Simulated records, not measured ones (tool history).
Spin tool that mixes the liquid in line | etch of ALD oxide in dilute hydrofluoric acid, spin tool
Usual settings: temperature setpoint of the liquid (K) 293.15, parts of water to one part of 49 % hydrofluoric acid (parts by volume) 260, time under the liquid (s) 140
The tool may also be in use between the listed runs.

| run | hour | temperature setpoint of the liquid (K) | parts of water to one part of 49 % hydrofluoric acid (parts by volume) | time under the liquid (s) | wafers since the last listed run | hours since the thermometer was replaced | hours since the hydrofluoric acid flow meter was replaced | hours since the gauge calibration | read-back film thickness of the ALD oxide reference wafer, read on the same gauge (nm) | thickness taken off the ALD oxide on a monitor wafer (Å) |
|---|---|---|---|---|---|---|---|---|---|---|
| 1 | 0.0 | 293.15 | 360 | 120 | 0 | 314.8 | 325.3 | 2549.4 | 69.99 | 57.9 |
| 2 | 101.0 | 293.15 | 360 | 120 | 1045 | 415.8 | 426.3 | 2650.4 | 70.00 | 57.2 |
| 3 | 183.3 | 293.15 | 260 | 140 | 851 | 498.1 | 508.6 | 2732.7 | 69.99 | 100.8 |
| 4 | 233.3 | 293.15 | 260 | 140 | 517 | 548.1 | 558.6 | 2782.7 | 69.99 | 101.8 |
| 5 | 292.8 | 290.15 | 175 | 140 | 615 | 607.6 | 618.1 | 2842.2 | 70.01 | 144.2 |
| 6 | 391.7 | 290.15 | 175 | 140 | 1023 | 706.5 | 717.0 | 2941.1 | 70.00 | 144.3 |
| 7 | 454.7 | 290.15 | 175 | 140 | 651 | 769.5 | 780.0 | 3004.1 | 70.01 | 143.5 |
|  | 489.9 | gauge calibrated |
| 8 | 501.0 | 293.15 | 260 | 140 | 479 | 815.8 | 826.3 | 11.1 | 70.00 | 99.6 |
|  | 669.9 | thermometer replaced |
| 9 | 757.1 | 293.15 | 260 | 140 | 2639 | 87.2 | 1082.4 | 267.2 | 70.00 | 99.0 |
|  | 967.3 | hydrofluoric acid flow meter replaced |
| 10 | 1038.7 | 293.15 | 305 | 140 | 2903 | 368.8 | 71.4 | 548.8 | 70.00 | 84.5 |
| 11 | 1074.8 | 293.15 | 305 | 140 | 373 | 404.9 | 107.5 | 584.9 | 70.00 | 84.1 |
| 12 | 1146.6 | 293.15 | 195 | 185 | 743 | 476.7 | 179.3 | 656.7 | 70.00 | 192.7 |
| 13 | 1242.6 | 293.15 | 260 | 140 | 993 | 572.7 | 275.3 | 752.7 | 70.01 | 103.1 |
| 14 | 1319.6 | 290.15 | 345 | 215 | 796 | 649.7 | 352.3 | 829.7 | 70.00 | 97.6 |
| 15 | 1403.9 | 297.15 | 260 | 175 | 872 | 734.0 | 436.6 | 914.0 | 70.01 | 147.1 |
| 16 | 1483.8 | 293.15 | 370 | 140 | 826 | 813.9 | 516.5 | 993.9 | 70.01 | 64.7 |
| 17 | 1542.2 | 291.65 | 260 | 190 | 604 | 872.3 | 574.9 | 1052.3 | 70.00 | 128.4 |
|  | 1549.0 | thermometer replaced |
| 18 | 1758.7 | 295.65 | 170 | 210 | 2230 | 209.7 | 791.4 | 1268.8 | 70.02 | 277.3 |
| 19 | 1965.4 | 295.15 | 150 | 170 | 2139 | 416.4 | 998.1 | 1475.5 | 70.02 | 253.5 |
| 20 | 2021.4 | 293.15 | 260 | 100 | 579 | 472.4 | 1054.1 | 1531.5 | 69.99 | 70.6 |
| 21 | 2060.8 | 290.15 | 300 | 195 | 407 | 511.8 | 1093.5 | 1570.9 | 69.99 | 103.2 |
| 22 | 2117.1 | 290.15 | 260 | 90 | 582 | 568.1 | 1149.8 | 1627.2 | 70.00 | 56.8 |
| 23 | 2221.4 | 291.65 | 260 | 190 | 1079 | 672.4 | 1254.1 | 1731.5 | 70.00 | 127.2 |
|  | 2225.9 | hydrofluoric acid flow meter replaced |
| 24 | 2277.6 | 294.65 | 320 | 215 | 571 | 728.6 | 51.7 | 1787.7 | 70.00 | 127.2 |
| 25 | 2352.8 | 293.15 | 260 | 140 | 778 | 803.8 | 126.9 | 1862.9 | 70.01 | 102.6 |
| 26 | 2439.6 | 293.15 | 260 | 140 | 898 | 890.6 | 213.7 | 1949.7 | 70.00 | 102.6 |
| 27 | 2490.7 | 293.15 | 375 | 140 | 528 | 941.7 | 264.8 | 2000.8 | 69.98 | 63.4 |
|  | 2498.4 | thermometer replaced |
| 28 | 2772.5 | 293.15 | 260 | 140 | 2905 | 274.1 | 546.6 | 2282.6 | 69.98 | 101.6 |
| 29 | 2844.9 | 293.15 | 140 | 140 | 749 | 346.5 | 619.0 | 2355.0 | 70.00 | 209.9 |
| 30 | 3143.4 | 294.65 | 180 | 140 | 3089 | 645.0 | 917.5 | 2653.5 | 69.99 | 165.8 |
| 31 | 3223.5 | 293.15 | 305 | 205 | 828 | 725.1 | 997.6 | 2733.6 | 70.02 | 118.6 |
| 32 | 3319.4 | 296.65 | 210 | 220 | 992 | 821.0 | 1093.5 | 2829.5 | 70.00 | 229.3 |
|  | 3379.6 | thermometer replaced |
| 33 | 3419.2 | 293.15 | 260 | 140 | 1022 | 39.6 | 1193.3 | 2929.3 | 69.99 | 99.4 |
| 34 | 3511.6 | 293.15 | 325 | 140 | 956 | 132.0 | 1285.7 | 3021.7 | 70.01 | 75.0 |

Hidden state or all else? Some run-to-run changes of thickness taken off the ALD oxide on a monitor wafer (Å), split into what the settings, what came in and random variation would give without the hidden state, and what is left for the hidden state (with any gauge scatter that isn't in both results):
The hidden state here: liquid hotter than its thermometer reads (K); hydrofluoric acid flow below the setpoint (%); gauge reads high (%).
Run 17 -> 18: temperature setpoint of the liquid (K) 291.65 -> 295.65, parts of water to one part of 49 % hydrofluoric acid (parts by volume) 260 -> 170, time under the liquid (s) 190 -> 210, thermometer replaced. thickness taken off the ALD oxide on a monitor wafer (Å) +148.9: hidden state -5.0, all else +153.9.
Run 19 -> 20: temperature setpoint of the liquid (K) 295.15 -> 293.15, parts of water to one part of 49 % hydrofluoric acid (parts by volume) 150 -> 260, time under the liquid (s) 170 -> 100. thickness taken off the ALD oxide on a monitor wafer (Å) -182.9: hidden state +5.9, all else -188.8.
Run 32 -> 33: temperature setpoint of the liquid (K) 296.65 -> 293.15, parts of water to one part of 49 % hydrofluoric acid (parts by volume) 210 -> 260, time under the liquid (s) 220 -> 140, thermometer replaced. thickness taken off the ALD oxide on a monitor wafer (Å) -129.9: hidden state +5.2, all else -135.1.
